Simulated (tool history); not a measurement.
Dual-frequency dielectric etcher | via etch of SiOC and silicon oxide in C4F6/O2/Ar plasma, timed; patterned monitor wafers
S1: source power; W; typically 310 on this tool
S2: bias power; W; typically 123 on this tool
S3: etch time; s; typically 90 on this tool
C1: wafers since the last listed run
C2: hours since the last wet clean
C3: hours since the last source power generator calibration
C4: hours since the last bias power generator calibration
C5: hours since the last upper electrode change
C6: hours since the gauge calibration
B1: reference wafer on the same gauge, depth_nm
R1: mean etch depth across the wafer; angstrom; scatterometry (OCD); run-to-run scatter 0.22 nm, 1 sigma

run	hour	S1	S2	S3	C1	C2	C3	C4	C5	C6	B1	R1
1	0	270	123	90	0	579	4.3	2030.1	2963.9	183.7	99.1	808
2	72.2	270	123	90	781	651.2	76.5	2102.3	3036.1	255.9	99	806
3	128.6	310	123	90	610	707.6	132.9	2158.7	3092.5	312.3	99	844
4	213.1	310	123	90	914	792.1	217.4	2243.2	3177	396.8	98.9	841
# hour 276.2: wet clean of the chamber
5	276.7	260	103	90	428	0.5	281	2306.8	3240.6	460.4	98.7	750
6	323.2	330	123	74	503	47	327.5	2353.3	3287.1	506.9	98.7	712
7	365.7	280	123	90	459	89.5	370	2395.8	3329.6	549.4	98.7	811
# hour 478.2: upper electrode replaced
8	622.5	310	123	90	2519	346.3	626.8	2652.6	144.3	806.2	98.4	840
9	666.9	330	123	64	480	390.7	671.2	2697	188.7	850.6	98.4	611
10	752.1	310	123	90	922	475.9	756.4	2782.2	273.9	935.8	98.3	841
11	796	310	148	90	475	519.8	800.3	2826.1	317.8	979.7	98.2	892
12	879.4	370	123	90	902	603.2	883.7	2909.5	401.2	1063.1	98.2	895
13	928.7	260	101	75.5	533	652.5	933	2958.8	450.5	1112.4	98	623
14	980.4	250	142	97.5	559	704.2	984.7	3010.5	502.2	1164.1	98.1	886
# hour 1077.1: wet clean of the chamber
15	1077.6	240	123	78.5	792	0.5	1081.9	3107.7	599.4	1261.3	98.1	670
16	1135.2	250	123	114	623	58.1	1139.5	3165.3	657	1318.9	97.9	983
17	1216.9	340	123	90	884	139.8	1221.2	3247	738.7	1400.6	98	864
18	1314.2	310	123	90	1052	237.1	1318.5	3344.3	836	1497.9	97.9	839
19	1385	330	133	105.5	766	307.9	1389.3	3415.1	906.8	1568.7	97.9	1029
# hour 1428.7: bias power generator calibrated
20	1462.9	330	123	64	799	385.8	1467.2	34.2	984.7	1646.6	97.8	607
21	1529.8	310	123	114	723	452.7	1534.1	101.1	1051.6	1713.5	97.8	1058
22	1624.1	310	123	79.5	1020	547	1628.4	195.4	1145.9	1807.8	97.7	737
23	1668.9	310	106	114.5	484	591.8	1673.2	240.2	1190.7	1852.6	97.7	1012
# hour 1749.9: wet clean of the chamber
24	1912.3	260	123	90	2374	162.4	1916.6	483.6	1434.1	2096	97.5	783
25	1961	310	123	90	527	211.1	1965.3	532.3	1482.8	2144.7	97.5	833
26	2056.1	310	107	112	1029	306.2	2060.4	627.4	1577.9	2239.8	97.5	995
# hour 2120.3: source power generator calibrated
27	2150.5	280	153	82.5	978	400.6	30.2	721.8	1672.3	2334.2	97.4	796
28	2252.5	310	123	90	1103	502.6	132.2	823.8	1774.3	2436.2	97.4	830
29	2468	260	123	90	2332	718.1	347.7	1039.3	1989.8	2651.7	97.3	780

Consider 4 possible next runs. They are alternatives, not a sequence: every one starts from the tool as it was left by run 29. What does each give?
A	2468.4	310	123	90	4	718.5	348.1	1039.7	1990.2	2652.1	?	?
B	2468.4	360	148	64	4	718.5	348.1	1039.7	1990.2	2652.1	?	?
C	2468.4	260	94	90	4	718.5	348.1	1039.7	1990.2	2652.1	?	?
D	2468.4	310	149	90	4	718.5	348.1	1039.7	1990.2	2652.1	?	?

run	B1	R1
A	97.4	831
B	97.4	663
C	97.4	715
D	97.4	887
Without the tool's hidden state the same runs would have given:
run	R1
A	848
B	677
C	730
D	905
